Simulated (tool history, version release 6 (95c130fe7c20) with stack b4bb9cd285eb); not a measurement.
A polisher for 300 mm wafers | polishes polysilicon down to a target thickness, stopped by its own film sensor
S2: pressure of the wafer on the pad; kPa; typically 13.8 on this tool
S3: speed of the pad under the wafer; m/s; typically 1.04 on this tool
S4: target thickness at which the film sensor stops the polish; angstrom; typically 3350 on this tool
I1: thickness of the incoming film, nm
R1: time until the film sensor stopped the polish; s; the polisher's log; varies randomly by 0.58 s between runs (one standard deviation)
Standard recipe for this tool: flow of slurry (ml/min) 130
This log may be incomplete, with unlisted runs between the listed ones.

Run 1, hour 0.0: usual settings; I1 610.0. Result: R1 44.5 s.
At hour 46.5: slurry nozzle cleaned.
Run 2, hour 88.6: usual settings; I1 608.1. Result: R1 43.1 s.
Run 3, hour 171.2: usual settings but S2 16.5 kPa, S4 3700 angstrom; I1 597.4. Result: R1 30.0 s.
At hour 176.6: worn pad replaced by a new one.
Run 4, hour 268.5: usual settings but S2 16.5 kPa, S4 3700 angstrom; I1 606.8. Result: R1 31.0 s.
Run 5, hour 340.6: usual settings; I1 609.6. Result: R1 42.0 s.
At hour 425.6: slurry nozzle cleaned.
Run 6, hour 445.7: usual settings; I1 614.3. Result: R1 43.5 s.
Run 7, hour 509.3: usual settings but S3 1.14 m/s; I1 620.6. Result: R1 39.9 s.
At hour 539.6: worn pad replaced by a new one.
Run 8, hour 583.7: usual settings but S3 1.14 m/s; I1 620.2. Result: R1 39.9 s.
At hour 762.0: head pressure recalibrated.
At hour 801.4: slurry nozzle cleaned.
Run 9, hour 806.6: usual settings but S3 1.14 m/s; I1 612.1. Result: R1 42.0 s.
Run 10, hour 849.3: usual settings; I1 608.3. Result: R1 45.0 s.
At hour 876.2: worn pad replaced by a new one.
Run 11, hour 935.1: usual settings but flow of slurry (ml/min) 150, S2 11.7 kPa; I1 611.3. Result: R1 53.4 s.
Run 12, hour 1039.0: usual settings but S2 15.2 kPa, S3 1.18 m/s; I1 613.7. Result: R1 36.0 s.
Run 13, hour 1108.4: usual settings but S2 16.5 kPa, S4 2500 angstrom; I1 615.5. Result: R1 48.2 s.
At hour 1147.9: slurry nozzle cleaned.
At hour 1209.0: worn pad replaced by a new one.
Run 14, hour 1211.5: usual settings; I1 602.9. Result: R1 41.7 s.
Run 15, hour 1276.3: usual settings but S2 12.4 kPa, S3 0.84 m/s, S4 4090 angstrom; I1 604.9. Result: R1 42.2 s.
Run 16, hour 1313.3: usual settings; I1 611.5. Result: R1 43.0 s.
Run 17, hour 1366.0: usual settings but flow of slurry (ml/min) 110, S2 17.9 kPa, S3 0.88 m/s; I1 604.5. Result: R1 38.0 s.
At hour 1494.0: slurry nozzle cleaned.
At hour 1506.8: worn pad replaced by a new one.
Run 18, hour 1681.2: usual settings; I1 608.5. Result: R1 41.5 s.
Run 19, hour 1737.4: usual settings but flow of slurry (ml/min) 110, S2 16.5 kPa, S3 0.76 m/s, S4 3080 angstrom; I1 607.9. Result: R1 53.2 s.

Each row is a separate what-if for the run after 19, all from the same tool condition, not one after another. Results?
Run A, hour 1737.8: usual settings but flow of slurry (ml/min) 105; I1 615.5. Result: R1 ?.
Run B, hour 1737.8: usual settings but S3 1.22 m/s; I1 615.5. Result: R1 ?.
Run C, hour 1737.8: usual settings but S3 1.32 m/s; I1 615.5. Result: R1 ?.
Run D, hour 1737.8: usual settings but flow of slurry (ml/min) 90, S2 9.0 kPa, S4 3990 angstrom; I1 615.5. Result: R1 ?.

run    R1
  A  42.9
  B  35.5
  C  32.9
  D  52.1
Stripped of hidden state, with their random variation kept, the same runs would have yielded:
run    R1
  A  47.5
  B  39.3
  C  36.4
  D  57.6
